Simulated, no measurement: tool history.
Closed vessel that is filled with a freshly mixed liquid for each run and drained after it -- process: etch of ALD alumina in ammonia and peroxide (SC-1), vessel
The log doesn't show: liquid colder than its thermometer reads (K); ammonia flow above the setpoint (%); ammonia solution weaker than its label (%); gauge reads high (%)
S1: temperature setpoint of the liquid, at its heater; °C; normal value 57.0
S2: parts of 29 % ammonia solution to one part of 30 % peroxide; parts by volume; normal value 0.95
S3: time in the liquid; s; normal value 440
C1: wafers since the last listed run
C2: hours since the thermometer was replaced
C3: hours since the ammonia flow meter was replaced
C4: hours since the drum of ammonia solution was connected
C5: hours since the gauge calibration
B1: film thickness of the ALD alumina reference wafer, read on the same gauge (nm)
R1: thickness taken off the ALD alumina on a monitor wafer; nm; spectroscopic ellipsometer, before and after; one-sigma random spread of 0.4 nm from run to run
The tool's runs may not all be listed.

{"run": 1, "hour": 0.0, "S1": 57.0, "S2": 0.95, "S3": 440, "C1": 0, "C2": 1386.7, "C3": 637.0, "C4": 776.0, "C5": 898.8, "B1": 130.01, "R1": 51.89}
{"hour": 11.1, "done": "new drum of ammonia solution connected"}
{"run": 2, "hour": 73.0, "S1": 57.0, "S2": 0.95, "S3": 440, "C1": 4096, "C2": 1459.7, "C3": 710.0, "C4": 61.9, "C5": 971.8, "B1": 130.0, "R1": 51.89}
{"hour": 131.2, "done": "thermometer replaced"}
{"hour": 144.0, "done": "ammonia flow meter replaced"}
{"run": 3, "hour": 148.7, "S1": 57.0, "S2": 0.95, "S3": 545, "C1": 4193, "C2": 17.5, "C3": 4.7, "C4": 137.6, "C5": 1047.5, "B1": 130.0, "R1": 66.23}
{"hour": 196.1, "done": "gauge calibrated"}
{"run": 4, "hour": 214.9, "S1": 57.0, "S2": 0.95, "S3": 545, "C1": 3766, "C2": 83.7, "C3": 70.9, "C4": 203.8, "C5": 18.8, "B1": 129.98, "R1": 66.87}
{"run": 5, "hour": 273.8, "S1": 57.0, "S2": 0.95, "S3": 545, "C1": 3351, "C2": 142.6, "C3": 129.8, "C4": 262.7, "C5": 77.7, "B1": 130.01, "R1": 66.66}
{"run": 6, "hour": 316.6, "S1": 57.0, "S2": 0.95, "S3": 440, "C1": 2435, "C2": 185.4, "C3": 172.6, "C4": 305.5, "C5": 120.5, "B1": 130.0, "R1": 53.85}
{"run": 7, "hour": 413.5, "S1": 57.0, "S2": 0.95, "S3": 440, "C1": 5513, "C2": 282.3, "C3": 269.5, "C4": 402.4, "C5": 217.4, "B1": 130.01, "R1": 53.72}
{"run": 8, "hour": 461.8, "S1": 62.5, "S2": 0.95, "S3": 440, "C1": 2748, "C2": 330.6, "C3": 317.8, "C4": 450.7, "C5": 265.7, "B1": 130.01, "R1": 71.17}
{"run": 9, "hour": 500.3, "S1": 57.0, "S2": 0.8, "S3": 440, "C1": 2190, "C2": 369.1, "C3": 356.3, "C4": 489.2, "C5": 304.2, "B1": 129.99, "R1": 52.53}
{"run": 10, "hour": 569.8, "S1": 57.0, "S2": 0.8, "S3": 440, "C1": 3954, "C2": 438.6, "C3": 425.8, "C4": 558.7, "C5": 373.7, "B1": 130.01, "R1": 52.36}
{"run": 11, "hour": 635.7, "S1": 57.0, "S2": 0.8, "S3": 255, "C1": 3749, "C2": 504.5, "C3": 491.7, "C4": 624.6, "C5": 439.6, "B1": 130.0, "R1": 29.8}
{"run": 12, "hour": 710.0, "S1": 57.0, "S2": 0.8, "S3": 255, "C1": 4227, "C2": 578.8, "C3": 566.0, "C4": 698.9, "C5": 513.9, "B1": 130.0, "R1": 30.62}
{"run": 13, "hour": 765.6, "S1": 57.0, "S2": 0.8, "S3": 255, "C1": 3163, "C2": 634.4, "C3": 621.6, "C4": 754.5, "C5": 569.5, "B1": 129.99, "R1": 30.22}
{"run": 14, "hour": 805.5, "S1": 57.0, "S2": 0.95, "S3": 440, "C1": 2270, "C2": 674.3, "C3": 661.5, "C4": 794.4, "C5": 609.4, "B1": 130.0, "R1": 52.68}
{"run": 15, "hour": 863.4, "S1": 63.0, "S2": 0.95, "S3": 520, "C1": 3294, "C2": 732.2, "C3": 719.4, "C4": 852.3, "C5": 667.3, "B1": 130.0, "R1": 85.09}
{"run": 16, "hour": 926.5, "S1": 57.0, "S2": 0.8, "S3": 440, "C1": 3590, "C2": 795.3, "C3": 782.5, "C4": 915.4, "C5": 730.4, "B1": 130.0, "R1": 52.63}
{"hour": 929.5, "done": "ammonia flow meter replaced"}
{"run": 17, "hour": 994.4, "S1": 57.0, "S2": 1.2, "S3": 440, "C1": 3806, "C2": 863.2, "C3": 64.9, "C4": 983.3, "C5": 798.3, "B1": 129.99, "R1": 53.13}
{"hour": 999.1, "done": "new drum of ammonia solution connected"}
{"run": 18, "hour": 1078.6, "S1": 57.0, "S2": 0.95, "S3": 440, "C1": 4733, "C2": 947.4, "C3": 149.1, "C4": 79.5, "C5": 882.5, "B1": 130.0, "R1": 52.23}
{"run": 19, "hour": 1118.1, "S1": 65.5, "S2": 0.95, "S3": 240, "C1": 2247, "C2": 986.9, "C3": 188.6, "C4": 119.0, "C5": 922.0, "B1": 130.01, "R1": 44.04}
{"run": 20, "hour": 1158.0, "S1": 57.0, "S2": 0.95, "S3": 440, "C1": 2270, "C2": 1026.8, "C3": 228.5, "C4": 158.9, "C5": 961.9, "B1": 130.0, "R1": 52.62}
{"hour": 1269.1, "done": "gauge calibrated"}
{"run": 21, "hour": 1431.0, "S1": 57.0, "S2": 0.95, "S3": 440, "C1": 15533, "C2": 1299.8, "C3": 501.5, "C4": 431.9, "C5": 161.9, "B1": 129.98, "R1": 52.0}
{"run": 22, "hour": 1507.7, "S1": 48.0, "S2": 0.6, "S3": 305, "C1": 4364, "C2": 1376.5, "C3": 578.2, "C4": 508.6, "C5": 238.6, "B1": 130.0, "R1": 20.85}
{"hour": 1511.3, "done": "thermometer replaced"}
{"run": 23, "hour": 1553.3, "S1": 64.5, "S2": 1.2, "S3": 570, "C1": 2537, "C2": 42.0, "C3": 623.8, "C4": 554.2, "C5": 284.2, "B1": 130.02, "R1": 104.46}
{"run": 24, "hour": 1633.0, "S1": 49.0, "S2": 1.2, "S3": 300, "C1": 4534, "C2": 121.7, "C3": 703.5, "C4": 633.9, "C5": 363.9, "B1": 130.0, "R1": 24.22}
{"run": 25, "hour": 1669.3, "S1": 53.0, "S2": 0.95, "S3": 530, "C1": 2065, "C2": 158.0, "C3": 739.8, "C4": 670.2, "C5": 400.2, "B1": 129.99, "R1": 52.76}
{"hour": 1738.3, "done": "ammonia flow meter replaced"}
{"run": 26, "hour": 1770.1, "S1": 57.0, "S2": 0.95, "S3": 440, "C1": 5678, "C2": 258.8, "C3": 31.8, "C4": 771.0, "C5": 501.0, "B1": 129.99, "R1": 53.48}
{"run": 27, "hour": 1845.4, "S1": 59.5, "S2": 0.95, "S3": 440, "C1": 4284, "C2": 334.1, "C3": 107.1, "C4": 846.3, "C5": 576.3, "B1": 129.99, "R1": 60.39}
{"hour": 1917.5, "done": "new drum of ammonia solution connected"}
{"run": 28, "hour": 1933.4, "S1": 57.0, "S2": 0.95, "S3": 265, "C1": 4950, "C2": 422.1, "C3": 195.1, "C4": 15.9, "C5": 664.3, "B1": 129.99, "R1": 32.23}

Branching from run 28: 3 alternative next runs. What would each branch give?
{"run": "A", "hour": 1934.2, "S1": 57.0, "S2": 0.95, "S3": 605, "C1": 45, "C2": 422.9, "C3": 195.9, "C4": 16.7, "C5": 665.1, "B1": "?", "R1": "?"}
{"run": "B", "hour": 1934.2, "S1": 62.0, "S2": 1.1, "S3": 585, "C1": 45, "C2": 422.9, "C3": 195.9, "C4": 16.7, "C5": 665.1, "B1": "?", "R1": "?"}
{"run": "C", "hour": 1934.2, "S1": 63.0, "S2": 1.1, "S3": 195, "C1": 45, "C2": 422.9, "C3": 195.9, "C4": 16.7, "C5": 665.1, "B1": "?", "R1": "?"}

run=A B1=129.98 R1=74.04
run=B B1=129.98 R1=93.96
run=C B1=129.98 R1=32.95
Stripped of hidden state, with their random variation kept, the same runs would have yielded:
run=A R1=75.18
run=B R1=95.36
run=C R1=33.43
